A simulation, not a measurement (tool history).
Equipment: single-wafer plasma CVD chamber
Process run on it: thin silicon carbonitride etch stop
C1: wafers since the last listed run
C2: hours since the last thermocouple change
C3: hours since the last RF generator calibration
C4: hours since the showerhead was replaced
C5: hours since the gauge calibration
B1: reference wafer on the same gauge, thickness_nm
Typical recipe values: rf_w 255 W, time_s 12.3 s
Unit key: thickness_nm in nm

{"run": 1, "hour": 0.0, "rf_w": 255, "time_s": 12.3, "C1": 0, "C2": 2093.2, "C3": 1908.3, "C4": 4157.5, "C5": 500.5, "B1": 7.818, "thickness_nm": 7.24}
{"run": 2, "hour": 53.6, "rf_w": 235, "time_s": 12.3, "C1": 1444, "C2": 2146.8, "C3": 1961.9, "C4": 4211.1, "C5": 554.1, "B1": 7.821, "thickness_nm": 7.092}
{"run": 3, "hour": 112.3, "rf_w": 255, "time_s": 12.3, "C1": 1581, "C2": 2205.5, "C3": 2020.6, "C4": 4269.8, "C5": 612.8, "B1": 7.821, "thickness_nm": 7.243}
{"run": 4, "hour": 148.0, "rf_w": 255, "time_s": 12.3, "C1": 962, "C2": 2241.2, "C3": 2056.3, "C4": 4305.5, "C5": 648.5, "B1": 7.822, "thickness_nm": 7.241}
{"run": 5, "hour": 200.0, "rf_w": 255, "time_s": 12.3, "C1": 1401, "C2": 2293.2, "C3": 2108.3, "C4": 4357.5, "C5": 700.5, "B1": 7.822, "thickness_nm": 7.21}
{"run": 6, "hour": 244.0, "rf_w": 255, "time_s": 12.3, "C1": 1185, "C2": 2337.2, "C3": 2152.3, "C4": 4401.5, "C5": 744.5, "B1": 7.82, "thickness_nm": 7.215}
{"run": 7, "hour": 276.3, "rf_w": 255, "time_s": 12.3, "C1": 870, "C2": 2369.5, "C3": 2184.6, "C4": 4433.8, "C5": 776.8, "B1": 7.821, "thickness_nm": 7.217}
{"run": 8, "hour": 316.3, "rf_w": 215, "time_s": 12.3, "C1": 1077, "C2": 2409.5, "C3": 2224.6, "C4": 4473.8, "C5": 816.8, "B1": 7.82, "thickness_nm": 6.942}
{"run": 9, "hour": 384.0, "rf_w": 215, "time_s": 12.3, "C1": 1824, "C2": 2477.2, "C3": 2292.3, "C4": 4541.5, "C5": 884.5, "B1": 7.818, "thickness_nm": 6.896}
{"run": 10, "hour": 410.8, "rf_w": 255, "time_s": 13.2, "C1": 722, "C2": 2504, "C3": 2319.1, "C4": 4568.3, "C5": 911.3, "B1": 7.822, "thickness_nm": 7.719}
{"run": 11, "hour": 451.9, "rf_w": 255, "time_s": 13.2, "C1": 1107, "C2": 2545.1, "C3": 2360.2, "C4": 4609.4, "C5": 952.4, "B1": 7.818, "thickness_nm": 7.738}
{"hour": 463.7, "done": "RF generator calibrated"}
{"run": 12, "hour": 520.6, "rf_w": 255, "time_s": 13.2, "C1": 1635, "C2": 2613.8, "C3": 56.9, "C4": 4678.1, "C5": 1021.1, "B1": 7.818, "thickness_nm": 7.907}
{"hour": 522.0, "done": "gauge calibrated"}
{"run": 13, "hour": 561.2, "rf_w": 255, "time_s": 12.8, "C1": 1094, "C2": 2654.4, "C3": 97.5, "C4": 4718.7, "C5": 39.2, "B1": 7.82, "thickness_nm": 7.672}
{"run": 14, "hour": 612.2, "rf_w": 255, "time_s": 12.3, "C1": 1374, "C2": 2705.4, "C3": 148.5, "C4": 4769.7, "C5": 90.2, "B1": 7.823, "thickness_nm": 7.34}
{"run": 15, "hour": 652.6, "rf_w": 255, "time_s": 12.3, "C1": 1088, "C2": 2745.8, "C3": 188.9, "C4": 4810.1, "C5": 130.6, "B1": 7.815, "thickness_nm": 7.343}
{"run": 16, "hour": 692.7, "rf_w": 240, "time_s": 10.4, "C1": 1080, "C2": 2785.9, "C3": 229, "C4": 4850.2, "C5": 170.7, "B1": 7.819, "thickness_nm": 6.097}
{"run": 17, "hour": 728.2, "rf_w": 275, "time_s": 13.9, "C1": 956, "C2": 2821.4, "C3": 264.5, "C4": 4885.7, "C5": 206.2, "B1": 7.82, "thickness_nm": 8.467}
{"run": 18, "hour": 753.0, "rf_w": 255, "time_s": 12.3, "C1": 668, "C2": 2846.2, "C3": 289.3, "C4": 4910.5, "C5": 231, "B1": 7.819, "thickness_nm": 7.323}
{"run": 19, "hour": 787.0, "rf_w": 285, "time_s": 14.7, "C1": 916, "C2": 2880.2, "C3": 323.3, "C4": 4944.5, "C5": 265, "B1": 7.819, "thickness_nm": 9.021}
{"hour": 829.1, "done": "thermocouple changed; heater temperature recalibrated"}
{"run": 20, "hour": 833.7, "rf_w": 255, "time_s": 12.3, "C1": 1042, "C2": 4.6, "C3": 370, "C4": 4991.2, "C5": 311.7, "B1": 7.822, "thickness_nm": 7.303}
{"run": 21, "hour": 889.8, "rf_w": 280, "time_s": 13.9, "C1": 1511, "C2": 60.7, "C3": 426.1, "C4": 5047.3, "C5": 367.8, "B1": 7.823, "thickness_nm": 8.458}
{"hour": 936.3, "done": "showerhead replaced, of another model than before"}
{"run": 22, "hour": 958.8, "rf_w": 230, "time_s": 13.8, "C1": 1643, "C2": 129.7, "C3": 495.1, "C4": 22.5, "C5": 436.8, "B1": 7.821, "thickness_nm": 8.14}
{"run": 23, "hour": 997.3, "rf_w": 255, "time_s": 12.3, "C1": 1037, "C2": 168.2, "C3": 533.6, "C4": 61, "C5": 475.3, "B1": 7.82, "thickness_nm": 7.337}
{"run": 24, "hour": 1060.1, "rf_w": 300, "time_s": 11.3, "C1": 1692, "C2": 231, "C3": 596.4, "C4": 123.8, "C5": 538.1, "B1": 7.817, "thickness_nm": 6.931}
{"run": 25, "hour": 1088.8, "rf_w": 255, "time_s": 13.2, "C1": 773, "C2": 259.7, "C3": 625.1, "C4": 152.5, "C5": 566.8, "B1": 7.822, "thickness_nm": 7.891}
{"run": 26, "hour": 1122.5, "rf_w": 255, "time_s": 11.6, "C1": 908, "C2": 293.4, "C3": 658.8, "C4": 186.2, "C5": 600.5, "B1": 7.821, "thickness_nm": 6.914}
{"run": 27, "hour": 1162.5, "rf_w": 270, "time_s": 10.2, "C1": 1077, "C2": 333.4, "C3": 698.8, "C4": 226.2, "C5": 640.5, "B1": 7.821, "thickness_nm": 6.131}
{"run": 28, "hour": 1204.0, "rf_w": 285, "time_s": 10, "C1": 1118, "C2": 374.9, "C3": 740.3, "C4": 267.7, "C5": 682, "B1": 7.822, "thickness_nm": 6.043}
{"run": 29, "hour": 1228.6, "rf_w": 280, "time_s": 10.8, "C1": 662, "C2": 399.5, "C3": 764.9, "C4": 292.3, "C5": 706.6, "B1": 7.819, "thickness_nm": 6.515}
{"run": 30, "hour": 1288.7, "rf_w": 295, "time_s": 10.6, "C1": 1619, "C2": 459.6, "C3": 825, "C4": 352.4, "C5": 766.7, "B1": 7.817, "thickness_nm": 6.458}

The same runs without the tool's hidden state, with the same run-to-run variation:
Hidden conditions of the tool in this case: wafer temperature above the value expected at the setpoint (K); delivered RF power above the setpoint (%); gauge reads high (%).
run=1 thickness_nm=7.405
run=2 thickness_nm=7.254
run=3 thickness_nm=7.41
run=4 thickness_nm=7.408
run=5 thickness_nm=7.377
run=6 thickness_nm=7.382
run=7 thickness_nm=7.385
run=8 thickness_nm=7.104
run=9 thickness_nm=7.058
run=10 thickness_nm=7.9
run=11 thickness_nm=7.92
run=12 thickness_nm=7.927
run=13 thickness_nm=7.7
run=14 thickness_nm=7.376
run=15 thickness_nm=7.387
run=16 thickness_nm=6.139
run=17 thickness_nm=8.533
run=18 thickness_nm=7.383
run=19 thickness_nm=9.102
run=20 thickness_nm=7.375
run=21 thickness_nm=8.55
run=22 thickness_nm=8.196
run=23 thickness_nm=7.39
run=24 thickness_nm=6.984
run=25 thickness_nm=7.953
run=26 thickness_nm=6.971
run=27 thickness_nm=6.183
run=28 thickness_nm=6.096
run=29 thickness_nm=6.573
run=30 thickness_nm=6.518

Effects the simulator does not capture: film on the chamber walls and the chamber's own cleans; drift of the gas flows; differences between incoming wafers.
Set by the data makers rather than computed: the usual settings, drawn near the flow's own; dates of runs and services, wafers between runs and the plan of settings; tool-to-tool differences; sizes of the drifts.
